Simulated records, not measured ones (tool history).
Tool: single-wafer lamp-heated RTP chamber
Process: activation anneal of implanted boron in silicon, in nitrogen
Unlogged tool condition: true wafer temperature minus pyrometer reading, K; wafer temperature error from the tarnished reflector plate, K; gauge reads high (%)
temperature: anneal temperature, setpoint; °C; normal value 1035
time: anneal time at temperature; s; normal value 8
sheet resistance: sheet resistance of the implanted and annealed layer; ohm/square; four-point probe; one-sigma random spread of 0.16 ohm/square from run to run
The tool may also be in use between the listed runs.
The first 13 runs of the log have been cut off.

| run | day | temperature | time | wafers since the last listed run | wafers since the last pyrometer calibration | wafers since the reflector plate was cleaned | hours since the gauge calibration | read-back reference wafer on the same gauge, sheet resistance | sheet resistance |
|---|---|---|---|---|---|---|---|---|---|
| 14 | 5.612 | 1035 | 8 | 123 | 132 | 6550 | 597.6 | 97.93 | 106.99 |
| 15 | 5.954 | 1035 | 8 | 165 | 298 | 6716 | 605.8 | 98.09 | 107.36 |
|  | 6.133 | gauge calibrated |
| 16 | 6.358 | 1035 | 8 | 196 | 495 | 6913 | 5.4 | 98.00 | 106.90 |
| 17 | 6.654 | 1009 | 9 | 143 | 638 | 7056 | 12.5 | 98.07 | 110.12 |
| 18 | 7.183 | 1012 | 11 | 257 | 895 | 7313 | 25.2 | 98.00 | 109.07 |
| 19 | 7.725 | 1014 | 5 | 263 | 1158 | 7577 | 38.2 | 97.97 | 109.89 |
| 20 | 8.229 | 1020 | 5 | 244 | 1403 | 7821 | 50.3 | 97.99 | 108.72 |
| 21 | 8.900 | 1050 | 5 | 325 | 1729 | 8147 | 66.4 | 97.98 | 106.76 |
| 22 | 9.321 | 1044 | 8 | 204 | 1934 | 8352 | 76.5 | 97.94 | 107.02 |
| 23 | 9.679 | 1035 | 8 | 174 | 2108 | 8526 | 85.1 | 98.09 | 107.15 |
| 24 | 10.404 | 1035 | 8 | 352 | 2460 | 8878 | 102.5 | 98.01 | 107.16 |
| 25 | 10.783 | 1035 | 8 | 184 | 2644 | 9062 | 111.6 | 98.02 | 106.97 |
| 26 | 11.050 | 1022 | 6 | 129 | 2773 | 9192 | 118.0 | 98.00 | 108.33 |
| 27 | 11.596 | 1058 | 8 | 265 | 3039 | 9457 | 131.1 | 98.07 | 106.54 |
| 28 | 12.146 | 1060 | 8 | 267 | 3306 | 9724 | 144.3 | 97.98 | 106.69 |
|  | 13.392 | reflector plate cleaned |
| 29 | 14.096 | 1026 | 4 | 785 | 4091 | 341 | 191.1 | 98.05 | 107.46 |
| 30 | 14.462 | 1035 | 8 | 178 | 4269 | 519 | 199.9 | 98.05 | 106.84 |
| 31 | 15.117 | 1050 | 10 | 317 | 4587 | 837 | 215.6 | 97.93 | 106.33 |
| 32 | 15.517 | 1006 | 8 | 194 | 4781 | 1031 | 225.2 | 98.01 | 109.52 |
| 33 | 16.071 | 1035 | 8 | 269 | 5050 | 1301 | 238.5 | 97.99 | 106.56 |
| 34 | 16.754 | 1064 | 8 | 331 | 5382 | 1632 | 254.9 | 98.09 | 106.46 |
| 35 | 17.296 | 1035 | 8 | 263 | 5645 | 1896 | 267.9 | 97.95 | 106.96 |
| 36 | 17.929 | 1035 | 8 | 307 | 5953 | 2203 | 283.1 | 98.06 | 106.78 |
|  | 18.579 | pyrometer window cleaned and pyrometer calibrated |
| 37 | 18.600 | 1047 | 10 | 163 | 9 | 2367 | 299.2 | 98.02 | 106.40 |

Each row is a separate what-if for the run after 37, all from the same tool condition, not one after another. Results?
| A | 18.617 | 1035 | 8 | 8 | 17 | 2375 | 299.6 | ? | ? |
| B | 18.617 | 1035 | 11 | 8 | 17 | 2375 | 299.6 | ? | ? |
| C | 18.617 | 1010 | 3 | 8 | 17 | 2375 | 299.6 | ? | ? |
| D | 18.617 | 1035 | 13 | 8 | 17 | 2375 | 299.6 | ? | ? |

| run | read-back reference wafer on the same gauge, sheet resistance | sheet resistance |
|---|---|---|
| A | 97.99 | 106.97 |
| B | 97.99 | 106.83 |
| C | 97.99 | 110.88 |
| D | 97.99 | 106.74 |
What these runs would have given with no unlogged condition in the tool:
| run | sheet resistance |
|---|---|
| A | 107.16 |
| B | 106.99 |
| C | 111.71 |
| D | 106.89 |
